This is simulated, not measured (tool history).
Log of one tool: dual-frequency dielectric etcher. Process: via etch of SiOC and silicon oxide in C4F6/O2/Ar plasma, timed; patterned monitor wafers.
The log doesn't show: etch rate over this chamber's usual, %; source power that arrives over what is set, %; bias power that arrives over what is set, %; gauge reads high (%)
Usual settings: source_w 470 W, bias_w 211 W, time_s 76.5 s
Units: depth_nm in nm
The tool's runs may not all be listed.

run    hour  source_w  bias_w  time_s  wafers since the last listed run  hours since the last wet clean  hours since the last source power generator calibration  hours since the last bias power generator calibration  hours since the last upper electrode change  hours since the gauge calibration  read-back reference wafer on the same gauge, depth_nm  depth_nm
  1     0.0       470     211    76.5                                 0                            95.4                                                   1125.2                                                 1568.2                                       1081.1                              918.8                                                   97.3      92.1
  2    70.6       470     211    76.5                               572                           166.0                                                   1195.8                                                 1638.8                                       1151.7                              989.4                                                   97.2      92.1
  3   133.1       470     211    76.5                               506                           228.5                                                   1258.3                                                 1701.3                                       1214.2                             1051.9                                                   97.0      90.9
  4   175.1       470     211    76.5                               340                           270.5                                                   1300.3                                                 1743.3                                       1256.2                             1093.9                                                   97.3      90.7
  5   220.2       470     211    76.5                               365                           315.6                                                   1345.4                                                 1788.4                                       1301.3                             1139.0                                                   97.0      89.9
      261.3  -- wet clean of the chamber
  6   269.0       470     211    76.5                               200                             7.7                                                   1394.2                                                 1837.2                                       1350.1                             1187.8                                                   97.0      93.0
  7   473.8       470     211    76.5                              1659                           212.5                                                   1599.0                                                 2042.0                                       1554.9                             1392.6                                                   97.1      92.0
  8   518.5       470     211    76.5                               362                           257.2                                                   1643.7                                                 2086.7                                       1599.6                             1437.3                                                   97.2      90.4
  9   578.3       500     226    76.5                               484                           317.0                                                   1703.5                                                 2146.5                                       1659.4                             1497.1                                                   97.1      95.8
      626.6  -- wet clean of the chamber
 10   627.1       500     226    76.5                               200                             0.5                                                   1752.3                                                 2195.3                                       1708.2                             1545.9                                                   97.0      99.0
 11   672.6       500     226    76.5                               368                            46.0                                                   1797.8                                                 2240.8                                       1753.7                             1591.4                                                   97.1      98.2
 12   704.8       470     211    88.0                               260                            78.2                                                   1830.0                                                 2273.0                                       1785.9                             1623.6                                                   96.9     105.8
 13   771.7       470     211    76.5                               542                           145.1                                                   1896.9                                                 2339.9                                       1852.8                             1690.5                                                   97.0      91.4
      805.4  -- source power generator calibrated
      809.7  -- upper electrode replaced
 14   817.1       470     211    76.5                               300                           190.5                                                     11.7                                                 2385.3                                          7.4                             1735.9                                                   97.0      91.1
 15   888.4       470     211    76.5                               577                           261.8                                                     83.0                                                 2456.6                                         78.7                             1807.2                                                   97.0      89.3
 16   954.6       470     211    76.5                               536                           328.0                                                    149.2                                                 2522.8                                        144.9                             1873.4                                                   97.1      88.6
     1005.7  -- wet clean of the chamber
 17  1006.2       390     174    76.5                               223                             0.5                                                    200.8                                                 2574.4                                        196.5                             1925.0                                                   97.4      75.0
     1024.3  -- gauge calibrated
 18  1027.5       470     211    76.5                               172                            21.8                                                    222.1                                                 2595.7                                        217.8                                3.2                                                   97.1      91.9
     1115.1  -- bias power generator calibrated
 19  1203.9       350     262    76.5                              1397                           198.2                                                    398.5                                                   88.8                                        394.2                              179.6                                                   97.2      82.0
 20  1236.9       470     211    76.5                               267                           231.2                                                    431.5                                                  121.8                                        427.2                              212.6                                                   97.1      89.9
     1403.7  -- wet clean of the chamber
 21  1404.2       580     161    96.0                              1161                             0.5                                                    598.8                                                  289.1                                        594.5                              379.9                                                   97.1     117.4
 22  1441.3       400     211    70.5                               300                            37.6                                                    635.9                                                  326.2                                        631.6                              417.0                                                   97.2      76.8
 23  1492.9       550     256    91.0                               418                            89.2                                                    687.5                                                  377.8                                        683.2                              468.6                                                   97.1     131.3
 24  1536.3       510     184    59.0                               351                           132.6                                                    730.9                                                  421.2                                        726.6                              512.0                                                   97.2      70.5
 25  1563.3       550     182    87.0                               218                           159.6                                                    757.9                                                  448.2                                        753.6                              539.0                                                   97.1     106.5
 26  1609.4       570     211    76.5                               373                           205.7                                                    804.0                                                  494.3                                        799.7                              585.1                                                   97.4     101.8

Measured less the same run without the tool's hidden state. The same run-to-run variation is in both; the gauge's scatter may not be:
run  depth_nm
  1      -0.6
  2      -1.4
  3      -2.1
  4      -2.6
  5      -3.0
  6      -0.2
  7      -2.5
  8      -3.0
  9      -3.9
 10      -0.4
 11      -0.9
 12      -1.4
 13      -2.0
 14      -2.5
 15      -3.3
 16      -4.1
 17      -0.5
 18      -0.8
 19      -2.6
 20      -3.2
 21      -0.5
 22      -0.6
 23      -2.0
 24      -1.5
 25      -2.6
 26      -3.1
